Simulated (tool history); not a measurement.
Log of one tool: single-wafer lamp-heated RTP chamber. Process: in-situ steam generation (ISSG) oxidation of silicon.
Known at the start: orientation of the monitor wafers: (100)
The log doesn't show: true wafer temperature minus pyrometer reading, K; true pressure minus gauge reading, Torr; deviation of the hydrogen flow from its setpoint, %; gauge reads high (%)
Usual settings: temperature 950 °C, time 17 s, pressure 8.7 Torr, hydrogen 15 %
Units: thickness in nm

| run | hour | temperature | time | pressure | hydrogen | wafers since the last listed run | wafers since the last pyrometer calibration | hours since the pressure gauge was zeroed | hours since the hydrogen flow controller was replaced | hours since the gauge calibration | read-back reference wafer on the same gauge, thickness | thickness |
|---|---|---|---|---|---|---|---|---|---|---|---|---|
| 1 | 0 | 950 | 17 | 8.7 | 15 | 0 | 1624 | 1360.8 | 3628.4 | 1267.5 | 4.104 | 4.047 |
| 2 | 60.8 | 950 | 17 | 8.7 | 15 | 700 | 2325 | 1421.6 | 3689.2 | 1328.3 | 4.108 | 4.04 |
| 3 | 165.8 | 950 | 17 | 8.7 | 15 | 1209 | 3534 | 1526.6 | 3794.2 | 1433.3 | 4.108 | 4.034 |
| 4 | 314.4 | 950 | 17 | 8.7 | 15 | 1711 | 5246 | 1675.2 | 3942.8 | 1581.9 | 4.108 | 4.096 |
| 5 | 370.7 | 950 | 17 | 8.7 | 15 | 648 | 5894 | 1731.5 | 3999.1 | 1638.2 | 4.102 | 4.151 |
|  | 385.9 | pyrometer window cleaned and pyrometer calibrated |
| 6 | 415.4 | 950 | 17 | 8.7 | 15 | 422 | 340 | 1776.2 | 4043.8 | 1682.9 | 4.11 | 3.992 |
| 7 | 481.8 | 962 | 17 | 8.7 | 15 | 764 | 1104 | 1842.6 | 4110.2 | 1749.3 | 4.106 | 4.163 |
| 8 | 557.4 | 962 | 17 | 8.7 | 15 | 870 | 1975 | 1918.2 | 4185.8 | 1824.9 | 4.112 | 4.161 |
| 9 | 609.6 | 950 | 17 | 8.7 | 15 | 601 | 2576 | 1970.4 | 4238 | 1877.1 | 4.11 | 4.03 |
| 10 | 707.3 | 950 | 17 | 8.7 | 15 | 1125 | 3702 | 2068.1 | 4335.7 | 1974.8 | 4.109 | 4.061 |
| 11 | 794.9 | 950 | 17 | 8.7 | 15 | 1008 | 4711 | 2155.7 | 4423.3 | 2062.4 | 4.116 | 4.063 |
|  | 871.3 | gauge calibrated |
| 12 | 901.4 | 950 | 17 | 8.7 | 15 | 1226 | 5937 | 2262.2 | 4529.8 | 30.1 | 4.108 | 4.113 |
|  | 914.7 | pyrometer window cleaned and pyrometer calibrated |
| 13 | 983.9 | 950 | 17 | 8.7 | 15 | 858 | 796 | 2344.7 | 4612.3 | 112.6 | 4.118 | 4.03 |
| 14 | 1049.8 | 950 | 13 | 8.7 | 15 | 759 | 1555 | 2410.6 | 4678.2 | 178.5 | 4.115 | 3.602 |
| 15 | 1122.5 | 950 | 13 | 8.7 | 15 | 837 | 2393 | 2483.3 | 4750.9 | 251.2 | 4.108 | 3.643 |
| 16 | 1159.7 | 934 | 17 | 8.7 | 15 | 428 | 2821 | 2520.5 | 4788.1 | 288.4 | 4.109 | 3.836 |
| 17 | 1229.1 | 950 | 23 | 9.8 | 11 | 799 | 3620 | 2589.9 | 4857.5 | 357.8 | 4.108 | 4.28 |
|  | 1304.1 | pressure gauge zeroed |
| 18 | 1308.7 | 950 | 17 | 8.7 | 11 | 824 | 4445 | 4.6 | 4937.1 | 437.4 | 4.109 | 3.804 |
| 19 | 1398.8 | 950 | 19 | 9.2 | 19 | 1037 | 5483 | 94.7 | 5027.2 | 527.5 | 4.108 | 4.466 |
| 20 | 1435.9 | 950 | 17 | 8.7 | 15 | 427 | 5910 | 131.8 | 5064.3 | 564.6 | 4.112 | 4.104 |
|  | 1462.3 | pyrometer window cleaned and pyrometer calibrated |
|  | 1496.9 | hydrogen flow controller replaced |
| 21 | 1511.5 | 950 | 14 | 7.7 | 15 | 686 | 474 | 207.4 | 14.6 | 640.2 | 4.11 | 3.703 |
| 22 | 1594.7 | 967 | 17 | 9.5 | 15 | 958 | 1432 | 290.6 | 97.8 | 723.4 | 4.11 | 4.189 |
| 23 | 1645.1 | 950 | 17 | 8.7 | 15 | 580 | 2013 | 341 | 148.2 | 773.8 | 4.107 | 4.017 |
| 24 | 1718 | 950 | 17 | 8.7 | 15 | 839 | 2852 | 413.9 | 221.1 | 846.7 | 4.107 | 4.033 |
| 25 | 1791.9 | 969 | 17 | 8.7 | 11 | 851 | 3703 | 487.8 | 295 | 920.6 | 4.111 | 4.017 |
| 26 | 1862 | 950 | 15 | 7.3 | 15 | 807 | 4511 | 557.9 | 365.1 | 990.7 | 4.115 | 3.85 |
| 27 | 1944.9 | 950 | 20 | 7.4 | 20 | 954 | 5466 | 640.8 | 448 | 1073.6 | 4.11 | 4.662 |
|  | 1953.4 | pyrometer window cleaned and pyrometer calibrated |
| 28 | 2036.2 | 944 | 17 | 8.7 | 11 | 959 | 953 | 732.1 | 539.3 | 1164.9 | 4.116 | 3.722 |
| 29 | 2130.9 | 950 | 17 | 9.5 | 15 | 1090 | 2043 | 826.8 | 634 | 1259.6 | 4.109 | 4.023 |
| 30 | 2228.6 | 950 | 17 | 10.1 | 15 | 1125 | 3169 | 924.5 | 731.7 | 1357.3 | 4.109 | 3.964 |

5 ways to go on from here, each from the tool as it stands after run 30. What would each give?
| A | 2229 | 950 | 17 | 8.7 | 15 | 4 | 3173 | 924.9 | 732.1 | 1357.7 | ? | ? |
| B | 2229 | 950 | 19 | 8.7 | 20 | 4 | 3173 | 924.9 | 732.1 | 1357.7 | ? | ? |
| C | 2229 | 939 | 20 | 8.7 | 15 | 4 | 3173 | 924.9 | 732.1 | 1357.7 | ? | ? |
| D | 2229 | 966 | 17 | 8.7 | 23 | 4 | 3173 | 924.9 | 732.1 | 1357.7 | ? | ? |
| E | 2229 | 950 | 12 | 8.7 | 20 | 4 | 3173 | 924.9 | 732.1 | 1357.7 | ? | ? |

| run | read-back reference wafer on the same gauge, thickness | thickness |
|---|---|---|
| A | 4.115 | 4.049 |
| B | 4.115 | 4.512 |
| C | 4.115 | 4.194 |
| D | 4.115 | 4.677 |
| E | 4.115 | 3.773 |
Without the tool's hidden state the same runs would have given:
| run | thickness |
|---|---|
| A | 4.02 |
| B | 4.478 |
| C | 4.164 |
| D | 4.64 |
| E | 3.75 |
